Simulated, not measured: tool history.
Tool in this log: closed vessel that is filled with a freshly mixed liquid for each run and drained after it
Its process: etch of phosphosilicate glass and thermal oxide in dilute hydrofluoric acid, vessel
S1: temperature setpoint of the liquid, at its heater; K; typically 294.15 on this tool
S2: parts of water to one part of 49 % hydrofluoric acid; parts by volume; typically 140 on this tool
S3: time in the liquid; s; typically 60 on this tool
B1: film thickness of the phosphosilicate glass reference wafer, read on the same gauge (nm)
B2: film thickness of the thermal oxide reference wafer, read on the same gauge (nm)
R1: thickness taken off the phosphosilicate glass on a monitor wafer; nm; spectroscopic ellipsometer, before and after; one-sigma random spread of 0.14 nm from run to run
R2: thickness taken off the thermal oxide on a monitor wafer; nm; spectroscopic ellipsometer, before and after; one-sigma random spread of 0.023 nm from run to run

run,hour,S1,S2,S3,B1,B2,R1,R2
1,0.0,294.15,140,60,110.00,120.005,27.35,1.754
2,34.4,290.65,140,60,109.98,120.002,23.91,1.505
3,52.7,294.15,140,60,109.99,120.014,27.20,1.716
4,86.2,294.15,140,80,110.00,119.999,36.37,2.298
5,117.4,298.15,140,60,110.00,119.988,31.76,1.992
6,137.6,294.15,140,60,110.02,120.028,27.14,1.702
# hour 146.4: gauge calibrated
7,156.2,294.15,140,60,109.99,119.978,27.27,1.702
8,176.4,290.15,120,45,110.01,119.998,20.50,1.277
9,205.8,294.15,140,35,109.97,119.987,15.95,0.987
10,224.0,290.65,140,85,109.96,119.960,33.37,2.089
11,242.4,290.65,140,60,110.04,120.010,23.64,1.478
12,265.9,294.15,140,60,110.01,119.979,27.00,1.707
13,330.9,296.15,140,60,109.99,120.015,29.09,1.854
14,350.2,294.15,140,60,109.98,120.015,27.03,1.684
15,368.2,290.65,165,60,110.02,119.991,19.38,1.221
16,475.4,290.15,140,60,110.00,119.993,22.82,1.463
# hour 479.5: thermometer replaced
# hour 495.1: hydrofluoric acid flow meter replaced
17,496.6,294.15,140,60,109.99,120.024,28.31,1.745
18,528.9,290.15,90,40,109.99,119.984,26.07,1.650
19,557.0,294.15,180,60,109.99,120.000,20.77,1.301
20,644.0,290.15,90,40,110.02,120.019,25.93,1.643
21,678.1,297.65,110,30,109.97,120.029,20.98,1.329
22,708.7,294.15,140,60,109.99,120.017,27.73,1.734
23,738.9,297.15,140,60,109.99,120.025,31.25,1.990
24,766.6,296.65,85,90,110.00,119.989,81.43,5.083
25,793.2,294.15,140,60,109.98,120.005,27.70,1.740

Table of differences, measured result less the result of that run with no hidden state. Run-to-run variation is the same in both. Gauge scatter possibly is not:
Hidden state at play: liquid hotter than its thermometer reads (K); hydrofluoric acid flow below the setpoint (%); gauge reads high (%).
run,R1,R2
1,-0.72,-0.046
2,-0.65,-0.041
3,-0.76,-0.048
4,-1.06,-0.067
5,-0.98,-0.061
6,-0.84,-0.053
7,-0.86,-0.054
8,-0.65,-0.040
9,-0.53,-0.032
10,-1.12,-0.070
11,-0.81,-0.050
12,-0.95,-0.061
13,-1.10,-0.070
14,-1.03,-0.065
15,-0.76,-0.048
16,-0.96,-0.061
17,+0.00,+0.000
18,-0.03,-0.002
19,-0.05,-0.003
20,-0.12,-0.008
21,-0.12,-0.008
22,-0.19,-0.012
23,-0.25,-0.016
24,-0.70,-0.044
25,-0.27,-0.017
